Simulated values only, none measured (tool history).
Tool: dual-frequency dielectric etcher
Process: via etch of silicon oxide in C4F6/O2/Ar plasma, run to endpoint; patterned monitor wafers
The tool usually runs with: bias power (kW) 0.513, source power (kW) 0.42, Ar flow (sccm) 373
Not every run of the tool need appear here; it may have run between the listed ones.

run,day,bias power (kW),source power (kW),Ar flow (sccm),wafers since the last listed run,hours since the last wet clean,hours since the last bias power generator calibration,hours since the last source power generator calibration,hours since the last Ar flow controller change,hours since the last upper electrode change,"incoming incoming film thickness, nm",endpoint time (s)
1,0,0.422,0.42,373,0,469.4,1069.2,1991.3,4235.2,3602.5,136.1,32.1
2,2.05,0.422,0.42,373,571,518.6,1118.4,2040.5,4284.4,3651.7,136.1,32.1
# day 3.554: wet clean of the chamber
3,4.417,0.513,0.42,373,381,20.7,1175.2,2097.3,4341.2,3708.5,136.2,31.1
4,6.171,0.513,0.42,373,489,62.8,1217.3,2139.4,4383.3,3750.6,136.4,30.8
5,8.354,0.513,0.42,373,609,115.2,1269.7,2191.8,4435.7,3803,135.8,30.5
6,11.704,0.513,0.42,407,934,195.6,1350.1,2272.2,4516.1,3883.4,136.9,31
7,18.95,0.513,0.42,373,2021,369.5,1524,2446.1,4690,4057.3,137.6,30.6
# day 19.504: source power generator calibrated
8,21.588,0.513,0.42,373,689,432.8,1587.3,50,4753.3,4120.6,135.1,30
9,23.604,0.513,0.42,373,562,481.2,1635.7,98.4,4801.7,4169,137.3,30.2
10,25.312,0.513,0.42,373,476,522.2,1676.7,139.4,4842.7,4210,135.5,29.8
11,26.396,0.513,0.42,373,302,548.2,1702.7,165.4,4868.7,4236,136.4,30.3
# day 27.717: wet clean of the chamber
12,29.054,0.513,0.42,373,462,32.1,1766.5,229.2,4932.5,4299.8,134.9,30.5
# day 29.971: Ar flow controller replaced
13,31.333,0.513,0.42,373,566,86.8,1821.2,283.9,32.7,4354.5,135.7,30.8
14,33.358,0.513,0.42,373,565,135.4,1869.8,332.5,81.3,4403.1,135.2,30.4
15,34.783,0.427,0.42,322,397,169.6,1904,366.7,115.5,4437.3,137.3,31.8
16,37.167,0.399,0.49,281,664,226.8,1961.2,423.9,172.7,4494.5,135.9,29.9
17,38.817,0.441,0.51,407,460,266.4,2000.8,463.5,212.3,4534.1,135.3,30.4
18,40.092,0.405,0.42,373,355,297,2031.4,494.1,242.9,4564.7,136.4,32.9
19,42.212,0.513,0.42,426,591,347.9,2082.3,545,293.8,4615.6,136,31
# day 43.962: bias power generator calibrated
20,43.983,0.599,0.49,373,447,390.4,0.5,587.5,336.3,4658.1,136.3,27.4
# day 46.788: upper electrode replaced
21,46.808,0.513,0.42,373,509,458.2,68.3,655.3,404.1,0.5,136.1,30.1
# day 48.338: wet clean of the chamber
22,49.258,0.513,0.42,373,404,22.1,127.1,714.1,462.9,59.3,136.8,30.8
23,50.542,0.513,0.42,417,358,52.9,157.9,744.9,493.7,90.1,136.8,31.4
24,52.775,0.513,0.42,373,623,106.5,211.5,798.5,547.3,143.7,136.3,30.8
25,55.65,0.461,0.47,332,802,175.5,280.5,867.5,616.3,212.7,135.9,29.8
26,58.083,0.513,0.42,399,678,233.9,338.9,925.9,674.7,271.1,135.9,30.7
27,59.821,0.513,0.42,373,484,275.6,380.6,967.6,716.4,312.8,136.6,30.4
28,62.667,0.513,0.36,373,794,343.9,448.9,1035.9,784.7,381.1,135,31.1
29,64.642,0.513,0.42,373,551,391.3,496.3,1083.3,832.1,428.5,135.9,30.1
# day 66.321: wet clean of the chamber
30,66.342,0.513,0.42,373,195,0.5,537.1,1124.1,872.9,469.3,137.7,31.3

Alternative continuations, all from the tool just after run 30; predict every row:
A,66.358,0.4,0.42,373,4,0.9,537.5,1124.5,873.3,469.7,136.8,?
B,66.358,0.453,0.51,438,4,0.9,537.5,1124.5,873.3,469.7,136.8,?
C,66.358,0.449,0.42,418,4,0.9,537.5,1124.5,873.3,469.7,136.8,?

run,endpoint time (s)
A,33.2
B,30.9
C,32.6
Without the tool's unlogged condition, the same runs would have read:
run,endpoint time (s)
A,33.2
B,30.9
C,32.6

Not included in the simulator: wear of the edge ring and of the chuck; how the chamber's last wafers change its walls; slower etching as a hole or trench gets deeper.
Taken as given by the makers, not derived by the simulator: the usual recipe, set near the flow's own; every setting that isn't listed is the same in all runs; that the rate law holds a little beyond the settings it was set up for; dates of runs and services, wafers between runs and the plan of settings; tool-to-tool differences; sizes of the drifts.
